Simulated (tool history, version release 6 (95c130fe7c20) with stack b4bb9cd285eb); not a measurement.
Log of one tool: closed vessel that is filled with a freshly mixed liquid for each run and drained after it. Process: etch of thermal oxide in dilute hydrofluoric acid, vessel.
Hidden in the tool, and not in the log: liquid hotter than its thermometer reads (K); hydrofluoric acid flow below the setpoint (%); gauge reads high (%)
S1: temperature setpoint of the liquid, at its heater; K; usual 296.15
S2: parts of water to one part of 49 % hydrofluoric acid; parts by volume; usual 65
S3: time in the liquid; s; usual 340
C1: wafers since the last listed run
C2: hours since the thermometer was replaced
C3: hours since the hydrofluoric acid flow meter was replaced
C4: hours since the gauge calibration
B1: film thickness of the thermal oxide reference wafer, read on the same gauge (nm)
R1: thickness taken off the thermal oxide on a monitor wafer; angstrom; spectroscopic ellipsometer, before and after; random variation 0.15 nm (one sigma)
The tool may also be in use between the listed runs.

Run 1, hour 0.0: usual settings; C1 0; C2 2351.5; C3 1190.4; C4 496.5; B1 90.00. Result: R1 230.5 angstrom.
Run 2, hour 127.0: usual settings; C1 7625; C2 2478.5; C3 1317.4; C4 623.5; B1 90.00. Result: R1 229.7 angstrom.
Run 3, hour 151.2: usual settings; C1 1453; C2 2502.7; C3 1341.6; C4 647.7; B1 90.01. Result: R1 230.6 angstrom.
Run 4, hour 178.0: usual settings; C1 1609; C2 2529.5; C3 1368.4; C4 674.5; B1 90.04. Result: R1 231.0 angstrom.
Run 5, hour 203.3: usual settings; C1 1519; C2 2554.8; C3 1393.7; C4 699.8; B1 90.01. Result: R1 232.0 angstrom.
Run 6, hour 235.9: usual settings but S2 80 parts by volume; C1 1957; C2 2587.4; C3 1426.3; C4 732.4; B1 90.02. Result: R1 185.0 angstrom.
At hour 369.2: hydrofluoric acid flow meter replaced.
Run 7, hour 423.6: usual settings but S2 80 parts by volume; C1 11210; C2 2775.1; C3 54.4; C4 920.1; B1 90.01. Result: R1 194.9 angstrom.
Run 8, hour 453.2: usual settings; C1 1777; C2 2804.7; C3 84.0; C4 949.7; B1 90.05. Result: R1 245.0 angstrom.
Run 9, hour 490.5: usual settings but S1 300.15 K, S2 40 parts by volume, S3 505 s; C1 2239; C2 2842.0; C3 121.3; C4 987.0; B1 90.03. Result: R1 718.0 angstrom.
At hour 515.2: gauge calibrated.
Run 10, hour 518.5: usual settings but S1 293.15 K, S3 480 s; C1 1681; C2 2870.0; C3 149.3; C4 3.3; B1 89.95. Result: R1 303.1 angstrom.
At hour 529.9: thermometer replaced.
Run 11, hour 611.6: usual settings but S1 297.65 K, S3 215 s; C1 5530; C2 81.7; C3 242.4; C4 96.4; B1 90.00. Result: R1 163.5 angstrom.
Run 12, hour 675.4: usual settings but S1 297.65 K, S2 50 parts by volume, S3 540 s; C1 3830; C2 145.5; C3 306.2; C4 160.2; B1 90.00. Result: R1 538.7 angstrom.
Run 13, hour 719.4: usual settings but S1 298.65 K; C1 2642; C2 189.5; C3 350.2; C4 204.2; B1 90.02. Result: R1 266.8 angstrom.
Run 14, hour 767.5: usual settings; C1 2888; C2 237.6; C3 398.3; C4 252.3; B1 89.98. Result: R1 239.7 angstrom.
Run 15, hour 958.6: usual settings but S2 75 parts by volume; C1 11474; C2 428.7; C3 589.4; C4 443.4; B1 90.02. Result: R1 204.8 angstrom.
Run 16, hour 1020.3: usual settings; C1 3704; C2 490.4; C3 651.1; C4 505.1; B1 89.95. Result: R1 242.7 angstrom.

Forecast each of these 5 alternatives for the next run:
Run A, hour 1021.0: usual settings; C1 42; C2 491.1; C3 651.8; C4 505.8; B1 ?. Result: R1 ?.
Run B, hour 1021.0: usual settings but S1 300.65 K, S2 45 parts by volume, S3 145 s; C1 42; C2 491.1; C3 651.8; C4 505.8; B1 ?. Result: R1 ?.
Run C, hour 1021.0: usual settings but S2 90 parts by volume; C1 42; C2 491.1; C3 651.8; C4 505.8; B1 ?. Result: R1 ?.
Run D, hour 1021.0: usual settings but S1 300.65 K, S3 255 s; C1 42; C2 491.1; C3 651.8; C4 505.8; B1 ?. Result: R1 ?.
Run E, hour 1021.0: usual settings but S1 298.15 K, S2 40 parts by volume, S3 480 s; C1 42; C2 491.1; C3 651.8; C4 505.8; B1 ?. Result: R1 ?.

run     B1     R1
  A  90.01  240.1
  B  90.01  182.5
  C  90.01  168.0
  D  90.01  215.8
  E  90.01  618.5
Without the tool's hidden state the same runs would have given:
run     R1
  A  246.5
  B  187.3
  C  172.6
  D  221.6
  E  634.5
